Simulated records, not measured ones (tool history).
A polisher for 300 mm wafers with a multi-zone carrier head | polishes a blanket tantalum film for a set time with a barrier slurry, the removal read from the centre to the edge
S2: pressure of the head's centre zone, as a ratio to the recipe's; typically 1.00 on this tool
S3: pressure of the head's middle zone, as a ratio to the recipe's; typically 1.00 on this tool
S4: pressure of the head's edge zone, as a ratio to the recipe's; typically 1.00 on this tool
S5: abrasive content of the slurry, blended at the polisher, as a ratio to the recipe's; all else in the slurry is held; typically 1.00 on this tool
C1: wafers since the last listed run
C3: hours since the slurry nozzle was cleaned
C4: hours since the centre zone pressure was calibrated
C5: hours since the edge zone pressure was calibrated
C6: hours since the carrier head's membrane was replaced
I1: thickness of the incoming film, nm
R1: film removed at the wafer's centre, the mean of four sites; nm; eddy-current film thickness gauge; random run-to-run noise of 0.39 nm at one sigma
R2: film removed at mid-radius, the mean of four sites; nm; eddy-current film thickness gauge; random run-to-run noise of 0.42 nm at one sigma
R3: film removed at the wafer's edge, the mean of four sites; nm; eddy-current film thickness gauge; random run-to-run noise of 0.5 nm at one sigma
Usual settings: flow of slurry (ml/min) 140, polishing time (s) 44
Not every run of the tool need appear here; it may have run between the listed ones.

{"run": 1, "hour": 0.0, "flow of slurry (ml/min)": 140, "S2": 1.0, "S3": 1.0, "S4": 1.0, "S5": 1.0, "polishing time (s)": 44, "C1": 0, "wafers polished on this pad": 469, "C3": 889.7, "C4": 827.2, "C5": 367.7, "C6": 1393.5, "I1": 201.6, "R1": 40.2, "R2": 41.1, "R3": 40.5}
{"run": 2, "hour": 6.1, "flow of slurry (ml/min)": 140, "S2": 1.0, "S3": 1.0, "S4": 1.0, "S5": 1.0, "polishing time (s)": 44, "C1": 50, "wafers polished on this pad": 520, "C3": 895.8, "C4": 833.3, "C5": 373.8, "C6": 1399.6, "I1": 201.6, "R1": 39.5, "R2": 40.4, "R3": 39.6}
{"run": 3, "hour": 13.2, "flow of slurry (ml/min)": 140, "S2": 1.0, "S3": 1.0, "S4": 1.0, "S5": 1.0, "polishing time (s)": 44, "C1": 58, "wafers polished on this pad": 578, "C3": 902.9, "C4": 840.4, "C5": 380.9, "C6": 1406.7, "I1": 197.7, "R1": 40.0, "R2": 40.9, "R3": 39.4}
{"run": 4, "hour": 24.5, "flow of slurry (ml/min)": 140, "S2": 1.0, "S3": 1.0, "S4": 1.0, "S5": 1.0, "polishing time (s)": 44, "C1": 92, "wafers polished on this pad": 671, "C3": 914.2, "C4": 851.7, "C5": 392.2, "C6": 1418.0, "I1": 197.6, "R1": 39.9, "R2": 41.5, "R3": 39.6}
{"run": 5, "hour": 34.2, "flow of slurry (ml/min)": 140, "S2": 1.0, "S3": 1.0, "S4": 1.0, "S5": 1.0, "polishing time (s)": 44, "C1": 79, "wafers polished on this pad": 751, "C3": 923.9, "C4": 861.4, "C5": 401.9, "C6": 1427.7, "I1": 200.1, "R1": 39.7, "R2": 40.5, "R3": 38.5}
{"run": 6, "hour": 40.2, "flow of slurry (ml/min)": 140, "S2": 0.96, "S3": 1.0, "S4": 1.0, "S5": 1.0, "polishing time (s)": 44, "C1": 49, "wafers polished on this pad": 800, "C3": 929.9, "C4": 867.4, "C5": 407.9, "C6": 1433.7, "I1": 204.2, "R1": 37.8, "R2": 41.5, "R3": 39.5}
{"run": 7, "hour": 57.7, "flow of slurry (ml/min)": 140, "S2": 1.0, "S3": 1.03, "S4": 1.0, "S5": 0.85, "polishing time (s)": 44, "C1": 143, "wafers polished on this pad": 944, "C3": 947.4, "C4": 884.9, "C5": 425.4, "C6": 1451.2, "I1": 197.8, "R1": 39.0, "R2": 41.2, "R3": 37.4}
{"hour": 62.2, "done": "slurry nozzle cleaned"}
{"run": 8, "hour": 68.2, "flow of slurry (ml/min)": 140, "S2": 1.0, "S3": 1.03, "S4": 1.0, "S5": 0.85, "polishing time (s)": 44, "C1": 78, "wafers polished on this pad": 1022, "C3": 6.0, "C4": 895.4, "C5": 435.9, "C6": 1461.7, "I1": 201.3, "R1": 38.0, "R2": 40.1, "R3": 37.9}
{"hour": 73.0, "done": "edge zone pressure recalibrated"}
{"hour": 81.2, "done": "carrier head's membrane replaced by a new one"}
{"hour": 82.4, "done": "centre zone pressure recalibrated"}
{"run": 9, "hour": 82.9, "flow of slurry (ml/min)": 110, "S2": 1.0, "S3": 0.97, "S4": 1.0, "S5": 1.0, "polishing time (s)": 34, "C1": 54, "wafers polished on this pad": 1076, "C3": 20.7, "C4": 0.5, "C5": 9.9, "C6": 1.7, "I1": 200.2, "R1": 28.6, "R2": 29.1, "R3": 29.3}
{"run": 10, "hour": 88.0, "flow of slurry (ml/min)": 140, "S2": 1.0, "S3": 1.0, "S4": 1.0, "S5": 1.0, "polishing time (s)": 44, "C1": 41, "wafers polished on this pad": 1118, "C3": 25.8, "C4": 5.6, "C5": 15.0, "C6": 6.8, "I1": 203.0, "R1": 39.2, "R2": 39.8, "R3": 38.7}
{"run": 11, "hour": 101.8, "flow of slurry (ml/min)": 120, "S2": 1.0, "S3": 1.06, "S4": 1.0, "S5": 1.0, "polishing time (s)": 49, "C1": 113, "wafers polished on this pad": 1232, "C3": 39.6, "C4": 19.4, "C5": 28.8, "C6": 20.6, "I1": 197.9, "R1": 42.5, "R2": 45.9, "R3": 41.4}
{"run": 12, "hour": 108.4, "flow of slurry (ml/min)": 95, "S2": 1.1, "S3": 0.95, "S4": 1.0, "S5": 1.0, "polishing time (s)": 48, "C1": 54, "wafers polished on this pad": 1286, "C3": 46.2, "C4": 26.0, "C5": 35.4, "C6": 27.2, "I1": 198.6, "R1": 43.0, "R2": 38.4, "R3": 39.6}
{"hour": 114.1, "done": "worn pad replaced by a new one"}
{"run": 13, "hour": 119.7, "flow of slurry (ml/min)": 140, "S2": 1.0, "S3": 1.0, "S4": 1.0, "S5": 1.0, "polishing time (s)": 44, "C1": 60, "wafers polished on this pad": 46, "C3": 57.5, "C4": 37.3, "C5": 46.7, "C6": 38.5, "I1": 195.8, "R1": 41.7, "R2": 42.6, "R3": 41.8}
{"run": 14, "hour": 126.2, "flow of slurry (ml/min)": 140, "S2": 1.1, "S3": 1.1, "S4": 0.96, "S5": 0.75, "polishing time (s)": 44, "C1": 53, "wafers polished on this pad": 99, "C3": 64.0, "C4": 43.8, "C5": 53.2, "C6": 45.0, "I1": 204.0, "R1": 43.4, "R2": 45.1, "R3": 39.3}
{"run": 15, "hour": 133.5, "flow of slurry (ml/min)": 140, "S2": 1.0, "S3": 1.0, "S4": 1.0, "S5": 1.0, "polishing time (s)": 34, "C1": 60, "wafers polished on this pad": 159, "C3": 71.3, "C4": 51.1, "C5": 60.5, "C6": 52.3, "I1": 200.8, "R1": 31.6, "R2": 32.7, "R3": 31.8}
{"run": 16, "hour": 148.3, "flow of slurry (ml/min)": 140, "S2": 1.09, "S3": 1.0, "S4": 0.94, "S5": 1.0, "polishing time (s)": 44, "C1": 121, "wafers polished on this pad": 281, "C3": 86.1, "C4": 65.9, "C5": 75.3, "C6": 67.1, "I1": 201.9, "R1": 43.4, "R2": 42.3, "R3": 40.0}
{"run": 17, "hour": 155.7, "flow of slurry (ml/min)": 140, "S2": 1.0, "S3": 1.0, "S4": 1.0, "S5": 1.0, "polishing time (s)": 44, "C1": 60, "wafers polished on this pad": 342, "C3": 93.5, "C4": 73.3, "C5": 82.7, "C6": 74.5, "I1": 198.8, "R1": 40.7, "R2": 41.3, "R3": 40.4}

5 options for the next run, each taken on its own from the tool as it stands now. Forecast them:
{"run": "A", "hour": 156.1, "flow of slurry (ml/min)": 140, "S2": 1.0, "S3": 1.0, "S4": 1.0, "S5": 1.0, "polishing time (s)": 44, "C1": 3, "wafers polished on this pad": 345, "C3": 93.9, "C4": 73.7, "C5": 83.1, "C6": 74.9, "I1": 199.2, "R1": "?", "R2": "?", "R3": "?"}
{"run": "B", "hour": 156.1, "flow of slurry (ml/min)": 140, "S2": 0.93, "S3": 0.95, "S4": 1.0, "S5": 1.25, "polishing time (s)": 44, "C1": 3, "wafers polished on this pad": 345, "C3": 93.9, "C4": 73.7, "C5": 83.1, "C6": 74.9, "I1": 199.2, "R1": "?", "R2": "?", "R3": "?"}
{"run": "C", "hour": 156.1, "flow of slurry (ml/min)": 140, "S2": 1.04, "S3": 1.0, "S4": 0.89, "S5": 1.1, "polishing time (s)": 44, "C1": 3, "wafers polished on this pad": 345, "C3": 93.9, "C4": 73.7, "C5": 83.1, "C6": 74.9, "I1": 199.2, "R1": "?", "R2": "?", "R3": "?"}
{"run": "D", "hour": 156.1, "flow of slurry (ml/min)": 120, "S2": 1.09, "S3": 1.0, "S4": 1.0, "S5": 1.0, "polishing time (s)": 36, "C1": 3, "wafers polished on this pad": 345, "C3": 93.9, "C4": 73.7, "C5": 83.1, "C6": 74.9, "I1": 199.2, "R1": "?", "R2": "?", "R3": "?"}
{"run": "E", "hour": 156.1, "flow of slurry (ml/min)": 140, "S2": 1.0, "S3": 1.0, "S4": 1.0, "S5": 1.2, "polishing time (s)": 44, "C1": 3, "wafers polished on this pad": 345, "C3": 93.9, "C4": 73.7, "C5": 83.1, "C6": 74.9, "I1": 199.2, "R1": "?", "R2": "?", "R3": "?"}

run=A R1=40.7 R2=41.6 R3=40.8
run=B R1=39.1 R2=41.2 R3=42.2
run=C R1=42.9 R2=42.2 R3=39.1
run=D R1=35.1 R2=33.1 R3=32.7
run=E R1=41.8 R2=42.8 R3=41.9
Stripped of hidden state, with their random variation kept, the same runs would have yielded:
run=A R1=42.4 R2=43.4 R3=42.5
run=B R1=40.7 R2=43.0 R3=43.9
run=C R1=44.8 R2=44.0 R3=40.8
run=D R1=36.6 R2=34.5 R3=34.1
run=E R1=43.6 R2=44.6 R3=43.7

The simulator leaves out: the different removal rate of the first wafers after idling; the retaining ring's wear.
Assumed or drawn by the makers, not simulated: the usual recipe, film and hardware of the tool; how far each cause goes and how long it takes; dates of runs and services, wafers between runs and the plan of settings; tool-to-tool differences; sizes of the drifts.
